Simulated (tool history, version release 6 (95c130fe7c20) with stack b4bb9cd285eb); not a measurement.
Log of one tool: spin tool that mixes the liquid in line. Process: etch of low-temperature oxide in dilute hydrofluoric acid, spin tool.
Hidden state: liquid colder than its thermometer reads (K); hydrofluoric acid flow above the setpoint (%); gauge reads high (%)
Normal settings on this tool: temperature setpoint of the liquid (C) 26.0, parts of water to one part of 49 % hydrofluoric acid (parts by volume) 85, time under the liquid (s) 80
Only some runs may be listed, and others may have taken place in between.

run	hour	temperature setpoint of the liquid (C)	parts of water to one part of 49 % hydrofluoric acid (parts by volume)	time under the liquid (s)	wafers since the last listed run	hours since the thermometer was replaced	hours since the hydrofluoric acid flow meter was replaced	hours since the gauge calibration	read-back film thickness of the low-temperature oxide reference wafer, read on the same gauge (nm)	thickness taken off the low-temperature oxide on a monitor wafer (nm)
1	0.0	26.0	85	80	0	2627.1	287.1	1.6	110.00	31.35
2	31.2	26.0	85	80	309	2658.3	318.3	32.8	110.02	31.44
3	65.4	26.0	85	80	339	2692.5	352.5	67.0	110.00	31.49
4	92.9	26.0	85	80	273	2720.0	380.0	94.5	110.01	31.70
5	110.5	29.5	85	80	174	2737.6	397.6	112.1	109.99	36.44
6	124.6	29.5	85	80	140	2751.7	411.7	126.2	110.02	36.64
7	150.1	29.5	85	80	253	2777.2	437.2	151.7	109.99	36.34
8	180.3	26.0	85	80	299	2807.4	467.4	181.9	110.01	31.97
# hour 200.3: thermometer replaced
9	213.9	26.0	85	80	323	13.6	501.0	215.5	110.00	32.22
10	243.8	26.0	85	80	296	43.5	530.9	245.4	110.00	31.83
11	277.0	26.0	110	100	329	76.7	564.1	278.6	110.01	30.08
12	320.5	31.0	50	130	432	120.2	607.6	322.1	110.01	113.29
13	352.8	23.5	60	35	320	152.5	639.9	354.4	110.01	18.95
14	370.0	23.5	115	35	170	169.7	657.1	371.6	110.02	9.26
# hour 379.4: hydrofluoric acid flow meter replaced
# hour 470.8: gauge calibrated
15	476.6	26.0	85	80	1048	276.3	97.2	5.8	110.02	30.58
16	511.8	30.5	65	80	349	311.5	132.4	41.0	109.99	49.12
17	541.6	26.0	85	80	295	341.3	162.2	70.8	110.00	30.75
18	563.3	26.0	85	100	215	363.0	183.9	92.5	110.01	39.05
19	587.8	26.0	85	105	243	387.5	208.4	117.0	110.01	41.32
20	608.2	26.0	85	80	202	407.9	228.8	137.4	110.02	31.36

Forecast each of these 5 alternatives for the next run:
A	608.6	28.5	85	80	3	408.3	229.2	137.8	?	?
B	608.6	22.0	115	35	3	408.3	229.2	137.8	?	?
C	608.6	26.0	110	40	3	408.3	229.2	137.8	?	?
D	608.6	31.0	85	55	3	408.3	229.2	137.8	?	?
E	608.6	23.5	75	115	3	408.3	229.2	137.8	?	?

run	read-back film thickness of the low-temperature oxide reference wafer, read on the same gauge (nm)	thickness taken off the low-temperature oxide on a monitor wafer (nm)
A	109.99	34.38
B	109.99	8.30
C	109.99	11.68
D	109.99	26.01
E	109.99	46.55
Take away the tool's hidden state, keep each run's random variation, and the runs would have read:
run	thickness taken off the low-temperature oxide on a monitor wafer (nm)
A	32.99
B	7.96
C	11.19
D	24.94
E	44.69
